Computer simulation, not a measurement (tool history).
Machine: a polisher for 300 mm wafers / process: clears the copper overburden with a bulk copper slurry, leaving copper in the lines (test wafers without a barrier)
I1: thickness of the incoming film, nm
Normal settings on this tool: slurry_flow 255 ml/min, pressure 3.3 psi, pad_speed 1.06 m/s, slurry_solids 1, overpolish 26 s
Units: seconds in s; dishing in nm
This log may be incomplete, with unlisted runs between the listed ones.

Run 1, hour 0: usual settings; I1 886.5. Result: seconds 80.1 s, dishing 80.9 nm.
At hour 11.2: slurry nozzle cleaned.
Run 2, hour 25.9: usual settings; I1 882.2. Result: seconds 81.7 s, dishing 81.2 nm.
Run 3, hour 61.9: usual settings; I1 885.9. Result: seconds 82.7 s, dishing 79.6 nm.
Run 4, hour 75: usual settings; I1 903.3. Result: seconds 86.3 s, dishing 78.8 nm.
Run 5, hour 89: usual settings but pad_speed 0.86 m/s; I1 896. Result: seconds 105.7 s, dishing 74 nm.
At hour 101: slurry blender recalibrated.
Run 6, hour 107: usual settings; I1 887.7. Result: seconds 74.2 s, dishing 81.7 nm.
At hour 117.9: head pressure recalibrated.
Run 7, hour 204.5: usual settings; I1 902.8. Result: seconds 79.1 s, dishing 77.5 nm.
Run 8, hour 235.6: usual settings but slurry_flow 170 ml/min; I1 892.2. Result: seconds 83.9 s, dishing 79.8 nm.
At hour 252.4: worn pad replaced by a new one.
Run 9, hour 262.6: usual settings but overpolish 20 s; I1 900.9. Result: seconds 79.2 s, dishing 77.2 nm.
Run 10, hour 296.3: usual settings but pad_speed 1.28 m/s; I1 902.5. Result: seconds 64.9 s, dishing 81.4 nm.
Run 11, hour 325.1: usual settings but slurry_flow 345 ml/min, pad_speed 0.76 m/s; I1 895.3. Result: seconds 105.9 s, dishing 74.6 nm.
Run 12, hour 337.1: usual settings; I1 890.5. Result: seconds 79.9 s, dishing 79.7 nm.
Run 13, hour 356.7: usual settings but pressure 2.6 psi, overpolish 33 s; I1 892.1. Result: seconds 99.6 s, dishing 77.1 nm.
Run 14, hour 375.5: usual settings but slurry_flow 315 ml/min, pressure 3 psi, pad_speed 0.72 m/s; I1 880.6. Result: seconds 128.4 s, dishing 72 nm.
Run 15, hour 392.4: usual settings but slurry_flow 200 ml/min, pressure 2.2 psi, slurry_solids 1.1, overpolish 11 s; I1 897.4. Result: seconds 117.8 s, dishing 46.7 nm.
Run 16, hour 418.5: usual settings; I1 886.6. Result: seconds 83.3 s, dishing 76.9 nm.
Run 17, hour 435: usual settings but slurry_solids 1.15, overpolish 11 s; I1 888.2. Result: seconds 76.8 s, dishing 60.6 nm.
Run 18, hour 452.8: usual settings but slurry_flow 310 ml/min, pad_speed 1.2 m/s, slurry_solids 0.85, overpolish 14 s; I1 895.2. Result: seconds 78 s, dishing 70.4 nm.
Run 19, hour 488.8: usual settings but slurry_flow 305 ml/min; I1 895. Result: seconds 83.3 s, dishing 79.3 nm.
At hour 495.1: slurry blender recalibrated.
Run 20, hour 511.9: usual settings but pad_speed 0.82 m/s, slurry_solids 0.75; I1 895.3. Result: seconds 111.2 s, dishing 77.6 nm.
At hour 517.5: worn pad replaced by a new one.
Run 21, hour 532.1: usual settings but pad_speed 1.2 m/s, overpolish 33 s; I1 898.6. Result: seconds 67.7 s, dishing 80.4 nm.
Run 22, hour 553.1: usual settings but slurry_flow 220 ml/min, pad_speed 0.94 m/s; I1 896.2. Result: seconds 87.7 s, dishing 82.2 nm.
At hour 556.1: head pressure recalibrated.
Run 23, hour 633.8: usual settings but pressure 4 psi, overpolish 30 s; I1 893.9. Result: seconds 66.8 s, dishing 84.4 nm.
At hour 635.9: slurry nozzle cleaned.
Run 24, hour 650.3: usual settings; I1 894.9. Result: seconds 79.3 s, dishing 80.5 nm.
Run 25, hour 682: usual settings but slurry_flow 315 ml/min; I1 906.6. Result: seconds 79.6 s, dishing 83 nm.
Run 26, hour 696.6: usual settings but pressure 4 psi, overpolish 30 s; I1 883.3. Result: seconds 66.1 s, dishing 84.9 nm.
Run 27, hour 714.7: usual settings but pad_speed 1.28 m/s, slurry_solids 0.7; I1 894.4. Result: seconds 77.4 s, dishing 81.6 nm.
Run 28, hour 728.9: usual settings but pressure 2.5 psi, pad_speed 1.26 m/s, slurry_solids 0.8; I1 898.3. Result: seconds 95.1 s, dishing 76.1 nm.

Table of differences, measured result less the result of that run with no hidden state. Run-to-run variation is the same in both. Gauge scatter possibly is not:
Hidden state present: removal rate lost through wear of the pad, %; slurry flow missing at the pad, %; deviation of the head's pressure from its setpoint, %; abrasive missing from the slurry, %.
run  seconds  dishing
  1     +6.6     -1.1
  2     +7.5     -1.3
  3     +8.6     -1.4
  4     +9.4     -1.4
  5    +12.1     -2.1
  6     +0.2       +0
  7     +2.3     -0.4
  8       +3     -0.5
  9     +3.5     -0.8
 10     +3.6     -0.5
 11     +6.7     -1.3
 12     +5.3     -0.8
 13     +7.3     -0.8
 14    +10.1     -1.9
 15    +10.1     -2.6
 16     +7.7     -1.1
 17     +7.8     -3.2
 18     +7.9     -2.9
 19     +9.8     -1.5
 20     +0.9     -0.2
 21     +0.9     -0.1
 22     +1.7     -0.3
 23     +2.8     -0.2
 24     +3.7     -0.6
 25     +4.4     -0.7
 26       +4     -0.4
 27     +4.7     -0.7
 28     +6.3     -1.1

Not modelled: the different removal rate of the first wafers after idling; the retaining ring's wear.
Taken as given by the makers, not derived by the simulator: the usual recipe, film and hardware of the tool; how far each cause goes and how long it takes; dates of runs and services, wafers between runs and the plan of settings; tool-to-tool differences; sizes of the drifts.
